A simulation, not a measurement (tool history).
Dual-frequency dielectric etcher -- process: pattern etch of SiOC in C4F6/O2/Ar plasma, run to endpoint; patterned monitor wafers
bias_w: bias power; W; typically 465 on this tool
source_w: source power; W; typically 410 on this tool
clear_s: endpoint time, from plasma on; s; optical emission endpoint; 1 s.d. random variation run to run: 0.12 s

run	hour	bias_w	source_w	incoming incoming film thickness, nm	clear_s
1	0	508	410	45.91	15.5
2	19.1	508	410	45.68	15.2
3	44.4	508	410	46.48	15.7
4	57.1	465	410	45.87	15.8
5	80.5	465	410	45.87	16
6	110.2	465	410	46.01	15.8
7	145.1	465	460	45.34	14.8
8	205.9	465	410	45.99	16.8
9	210.8	465	410	45.98	16.6
10	230.9	465	330	45.94	17.1
11	336.6	415	330	46.04	17.9
12	371.3	537	440	45.94	15.3
13	401.9	465	460	45.93	15.6
14	423.9	549	350	45.06	15.3
15	436.9	406	470	45.9	16.6
16	469.7	465	410	46.17	16.1

Removed from this log: 4 entries logged between the listed runs. Between which two listed runs does each belong, and how does the tool's hidden state at the listed run before it compare with that at the listed run after it?
Between runs 7 and 8: wet clean of the chamber (hour 174.7); upper electrode replaced, of another model than before (hour 205.4)
  etch rate over this chamber's usual, %: 5.22 -> 0.331
  measured less the result without the state, clear_s: -0.8 -> +0 s
Between runs 10 and 11: bias power generator calibrated (hour 267); source power generator calibrated (hour 332)
  etch rate over this chamber's usual, %: 0.579 -> 1.63
  measured less the result without the state, clear_s: -0.1 -> -0.3 s
